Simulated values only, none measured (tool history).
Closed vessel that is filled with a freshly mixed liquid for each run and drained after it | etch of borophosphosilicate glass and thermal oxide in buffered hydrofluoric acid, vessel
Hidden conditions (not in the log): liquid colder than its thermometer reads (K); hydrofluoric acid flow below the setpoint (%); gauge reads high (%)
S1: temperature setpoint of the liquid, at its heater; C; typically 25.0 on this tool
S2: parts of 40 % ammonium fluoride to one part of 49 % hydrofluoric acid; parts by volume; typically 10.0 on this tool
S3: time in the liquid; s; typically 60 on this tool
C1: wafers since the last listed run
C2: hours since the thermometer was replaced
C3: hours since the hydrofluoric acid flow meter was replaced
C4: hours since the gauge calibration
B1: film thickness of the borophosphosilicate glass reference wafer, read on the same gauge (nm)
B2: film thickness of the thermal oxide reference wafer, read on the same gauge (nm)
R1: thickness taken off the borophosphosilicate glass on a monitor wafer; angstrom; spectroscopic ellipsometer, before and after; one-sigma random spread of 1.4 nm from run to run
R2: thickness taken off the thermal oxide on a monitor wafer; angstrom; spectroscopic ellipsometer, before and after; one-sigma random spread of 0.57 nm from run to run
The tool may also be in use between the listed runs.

run	hour	S1	S2	S3	C1	C2	C3	C4	B1	B2	R1	R2
1	0.0	25.0	8.5	60	0	475.4	294.1	415.4	79.95	120.01	1587.8	735.4
2	38.0	25.0	7.5	60	2665	513.4	332.1	453.4	80.03	120.00	1832.0	850.7
3	104.9	25.0	7.5	60	4692	580.3	399.0	520.3	80.00	119.95	1792.7	845.7
# hour 114.1: hydrofluoric acid flow meter replaced
4	167.7	23.0	10.0	60	4335	643.1	53.6	583.1	79.99	119.98	1233.8	571.5
5	228.5	23.0	10.0	60	4265	703.9	114.4	643.9	79.98	119.98	1216.0	571.6
6	275.9	23.0	10.0	60	3325	751.3	161.8	691.3	80.03	120.01	1224.4	565.4
7	316.4	27.5	10.0	60	2841	791.8	202.3	731.8	80.01	120.00	1551.2	721.6
8	352.9	22.0	10.0	35	2560	828.3	238.8	768.3	79.96	119.97	667.3	308.3
# hour 361.6: gauge calibrated
9	399.7	22.0	10.0	35	3282	875.1	285.6	38.1	80.01	120.02	659.4	304.2
10	458.5	25.0	10.0	75	4124	933.9	344.4	96.9	79.98	119.97	1650.3	783.9
# hour 470.0: hydrofluoric acid flow meter replaced
11	483.4	25.0	10.0	60	1676	958.8	13.4	121.8	80.01	119.98	1305.8	615.5
# hour 525.5: thermometer replaced
12	547.3	25.0	10.0	60	4412	21.8	77.3	185.7	79.99	120.02	1501.9	709.0
13	603.7	27.0	12.5	75	3956	78.2	133.7	242.1	80.00	119.98	1626.6	778.8
14	656.3	22.0	10.0	60	3689	130.8	186.3	294.7	79.96	120.03	1255.2	590.8
15	719.1	29.0	8.0	80	4405	193.6	249.1	357.5	80.04	119.98	2905.3	1373.8

Run 16, settings as shown, results not yet in. Your forecast:
16	785.6	25.0	10.0	60	4664	260.1	315.6	424.0	?	?	?	?

Logged for run 16: B1 79.97, B2 120.01, R1 1452.1 angstrom, R2 690.9 angstrom.
Minus the tool's unlogged condition, the same run would have read R1 1505.2 angstrom, R2 716.5 angstrom.
